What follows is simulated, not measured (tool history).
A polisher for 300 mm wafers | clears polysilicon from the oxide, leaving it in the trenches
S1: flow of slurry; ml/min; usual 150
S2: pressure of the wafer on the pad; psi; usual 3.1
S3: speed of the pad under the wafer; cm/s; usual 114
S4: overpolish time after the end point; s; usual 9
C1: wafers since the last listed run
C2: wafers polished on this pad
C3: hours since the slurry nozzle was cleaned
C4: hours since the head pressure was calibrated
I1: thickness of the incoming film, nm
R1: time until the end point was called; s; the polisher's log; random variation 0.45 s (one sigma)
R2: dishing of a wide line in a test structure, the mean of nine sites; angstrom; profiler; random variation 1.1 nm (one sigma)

run    hour   S1   S2   S3  S4    C1    C2     C3      C4     I1    R1   R2
  1       0  120  3.1  114   9     0  1956  236.6   216.8  620.3  32.3  685
  2    84.8  120  3.1  114   9   922  2879  321.4   301.6  610.9  32.3  684
  3     166  115  3.1  114   6   883  3763  402.6   382.8    610  32.4  577
      223.9  -- worn pad replaced by a new one
  4   261.7  115  3.1  114   6   998   411  498.3   478.5  617.2  32.3  602
  5   327.8  115  3.1  114   6   719  1130  564.4   544.6  631.2  33.4  595
  6   378.8  150  3.1  114   9   555  1685  615.4   595.6  616.5  30.7  699
      433.1  -- slurry nozzle cleaned
  7   472.1  150  3.1  114   9  1004  2690     39   688.9    611  31.5  685
  8   513.9  150  3.1  114   9   454  3145   80.8   730.7  626.8  30.8  692
      649.6  -- worn pad replaced by a new one
  9   730.3  150  3.1  114   9  2311   878  297.2   947.1  613.4  31.1  688
 10   772.2  150  3.1  114   9   456  1334  339.1     989  613.1  31.8  671
 11   840.2  150  3.1  114   9   740  2074  407.1    1057    616  31.4  680
 12   943.3  150  3.1  114   9  1122  3197  510.2  1160.1  612.8  30.5  709
     1053.5  -- head pressure recalibrated
     1163.3  -- slurry nozzle cleaned
     1178.2  -- worn pad replaced by a new one
 13  1240.8  150  3.1  114   9  3161   681   77.5   187.3  620.1  30.8  678
 14    1346  150  3.1  114   9  1145  1826  182.7   292.5  628.2  32.8  691
 15  1417.4  150  3.1  114   6   777  2603  254.1   363.9    622    32  601
 16  1515.6  170  3.1  150   4  1068  3672  352.3   462.1  618.3  23.5  566
 17    1552  175  4.1   76   7   396  4068  388.7   498.5  619.1  35.7  598
     1621.7  -- worn pad replaced by a new one
 18    1634  195  3.5  144   7   848   134  470.7   580.5  616.8    22  699
 19  1706.9  175  3.1  114  13   793   927  543.6   653.4  613.9  31.6  746
 20  1776.5  150  3.1  144  14   757  1685  613.2     723  622.3    25  743
 21    1836  150  3.1  114   9   647  2332  672.7   782.5  610.4  30.5  685
 22  1879.8  195  3.5  144   7   476  2809  716.5   826.3  615.4  22.6  695
     1881.5  -- slurry nozzle cleaned
 23    1970  110  3.1  114   9   970  3780   88.5   916.5  621.4    32  695
 24  2064.8  180  3.1  114  13  1031  4812  183.3  1011.3  623.6  30.8  714
     2089.8  -- worn pad replaced by a new one
 25  2114.7  190    4  114  10   499   270  233.2  1061.2  612.8  25.2  728
 26  2190.5  150  3.1  114   9   825  1095    309    1137  615.8  31.2  698
 27  2274.5  190  3.1  114   9   914  2009    393    1221  609.6  29.6  711
     2279.3  -- head pressure recalibrated
 28  2312.6  110  3.8  114   9   392  2402  431.1    33.3  627.2  28.5  713
 29    2351  110  2.3   82   9   417  2820  469.5    71.7  625.9  56.1  576

4 ways to go on from here, each from the tool as it stands after run 29. What would each give?
  A  2351.4  150  3.1  114   9   4  2825  469.9  72.1  623   ?   ?
  B  2351.4  185  3.1  114   7   4  2825  469.9  72.1  623   ?   ?
  C  2351.4  150  3.1  140  11   4  2825  469.9  72.1  623   ?   ?
  D  2351.4  115  3.1  114  11   4  2825  469.9  72.1  623   ?   ?

run    R1   R2
  A  31.3  688
  B  30.5  643
  C  25.8  737
  D  32.4  713
Without the tool's hidden state the same runs would have given:
run    R1   R2
  A  31.3  688
  B  30.5  643
  C  25.8  737
  D  32.4  713
